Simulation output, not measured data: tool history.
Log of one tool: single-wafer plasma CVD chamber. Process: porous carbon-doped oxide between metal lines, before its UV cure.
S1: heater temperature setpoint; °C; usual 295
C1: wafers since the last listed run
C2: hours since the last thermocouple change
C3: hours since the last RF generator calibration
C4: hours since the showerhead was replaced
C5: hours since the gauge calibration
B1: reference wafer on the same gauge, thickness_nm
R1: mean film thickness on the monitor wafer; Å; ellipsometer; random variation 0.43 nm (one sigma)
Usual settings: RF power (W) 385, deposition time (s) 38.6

run 1 hour=0 | S1=295 RF_power_(W)=385 deposition_time_(s)=38.6 | C1=0 C2=1632.8 C3=201.6 C4=2957.8 C5=766.2 | B1=175.04 | R1=1823.49
run 2 hour=37.2 | S1=295 RF_power_(W)=385 deposition_time_(s)=38.6 | C1=560 C2=1670 C3=238.8 C4=2995 C5=803.4 | B1=175.058 | R1=1821.64
run 3 hour=328 | S1=295 RF_power_(W)=385 deposition_time_(s)=38.6 | C1=4382 C2=1960.8 C3=529.6 C4=3285.8 C5=1094.2 | B1=175.044 | R1=1801.25
run 4 hour=398.8 | S1=295 RF_power_(W)=385 deposition_time_(s)=38.6 | C1=1067 C2=2031.6 C3=600.4 C4=3356.6 C5=1165 | B1=175.129 | R1=1802.82
-- hour=460.8 thermocouple changed; heater temperature recalibrated
run 5 hour=502.6 | S1=295 RF_power_(W)=385 deposition_time_(s)=38.6 | C1=1443 C2=41.8 C3=704.2 C4=3460.4 C5=1268.8 | B1=175.083 | R1=1858.62
run 6 hour=540.4 | S1=295 RF_power_(W)=385 deposition_time_(s)=38.6 | C1=569 C2=79.6 C3=742 C4=3498.2 C5=1306.6 | B1=174.912 | R1=1871
run 7 hour=620.2 | S1=295 RF_power_(W)=385 deposition_time_(s)=38.6 | C1=1202 C2=159.4 C3=821.8 C4=3578 C5=1386.4 | B1=175.046 | R1=1858.91
run 8 hour=720.9 | S1=295 RF_power_(W)=430 deposition_time_(s)=38.6 | C1=1517 C2=260.1 C3=922.5 C4=3678.7 C5=1487.1 | B1=175.006 | R1=2023.93
-- hour=760.5 RF generator calibrated
run 9 hour=824.2 | S1=309 RF_power_(W)=415 deposition_time_(s)=43.8 | C1=1436 C2=363.4 C3=63.7 C4=3782 C5=1590.4 | B1=175.051 | R1=2072.15
run 10 hour=877.6 | S1=307 RF_power_(W)=445 deposition_time_(s)=38.6 | C1=804 C2=416.8 C3=117.1 C4=3835.4 C5=1643.8 | B1=175.123 | R1=1945.99
-- hour=889.8 gauge calibrated
run 11 hour=947.6 | S1=295 RF_power_(W)=385 deposition_time_(s)=38.6 | C1=1055 C2=486.8 C3=187.1 C4=3905.4 C5=57.8 | B1=174.968 | R1=1859.61
run 12 hour=1008.7 | S1=295 RF_power_(W)=445 deposition_time_(s)=38.6 | C1=920 C2=547.9 C3=248.2 C4=3966.5 C5=118.9 | B1=174.872 | R1=2079.27
-- hour=1030.6 showerhead replaced
run 13 hour=1063.9 | S1=295 RF_power_(W)=385 deposition_time_(s)=38.6 | C1=711 C2=603.1 C3=303.4 C4=33.3 C5=174.1 | B1=175.058 | R1=1855.23
run 14 hour=1153.9 | S1=309 RF_power_(W)=425 deposition_time_(s)=38.6 | C1=1356 C2=693.1 C3=393.4 C4=123.3 C5=264.1 | B1=175.018 | R1=1861.52
run 15 hour=1252.8 | S1=295 RF_power_(W)=385 deposition_time_(s)=38.6 | C1=1490 C2=792 C3=492.3 C4=222.2 C5=363 | B1=174.871 | R1=1860.54
run 16 hour=1352.3 | S1=295 RF_power_(W)=310 deposition_time_(s)=34.3 | C1=1499 C2=891.5 C3=591.8 C4=321.7 C5=462.5 | B1=174.938 | R1=1398.44
run 17 hour=1404.1 | S1=286 RF_power_(W)=425 deposition_time_(s)=40.6 | C1=780 C2=943.3 C3=643.6 C4=373.5 C5=514.3 | B1=174.953 | R1=2201.43

5 ways to go on from here, each from the tool as it stands after run 17. What would each give?
run A hour=1404.5 | S1=295 RF_power_(W)=450 deposition_time_(s)=38.6 | C1=6 C2=943.7 C3=644 C4=373.9 C5=514.7 | B1=? | R1=?
run B hour=1404.5 | S1=295 RF_power_(W)=350 deposition_time_(s)=36.5 | C1=6 C2=943.7 C3=644 C4=373.9 C5=514.7 | B1=? | R1=?
run C hour=1404.5 | S1=290 RF_power_(W)=415 deposition_time_(s)=36.3 | C1=6 C2=943.7 C3=644 C4=373.9 C5=514.7 | B1=? | R1=?
run D hour=1404.5 | S1=285 RF_power_(W)=330 deposition_time_(s)=41.8 | C1=6 C2=943.7 C3=644 C4=373.9 C5=514.7 | B1=? | R1=?
run E hour=1404.5 | S1=295 RF_power_(W)=345 deposition_time_(s)=32.8 | C1=6 C2=943.7 C3=644 C4=373.9 C5=514.7 | B1=? | R1=?

run=A B1=174.91 R1=2083.71
run=B B1=174.91 R1=1628.5
run=C B1=174.91 R1=1896.88
run=D B1=174.91 R1=1876.28
run=E B1=174.91 R1=1451.41
Without the tool's hidden state the same runs would have given:
run=A R1=2096.64
run=B R1=1638.6
run=C R1=1908.84
run=D R1=1888.59
run=E R1=1460.41
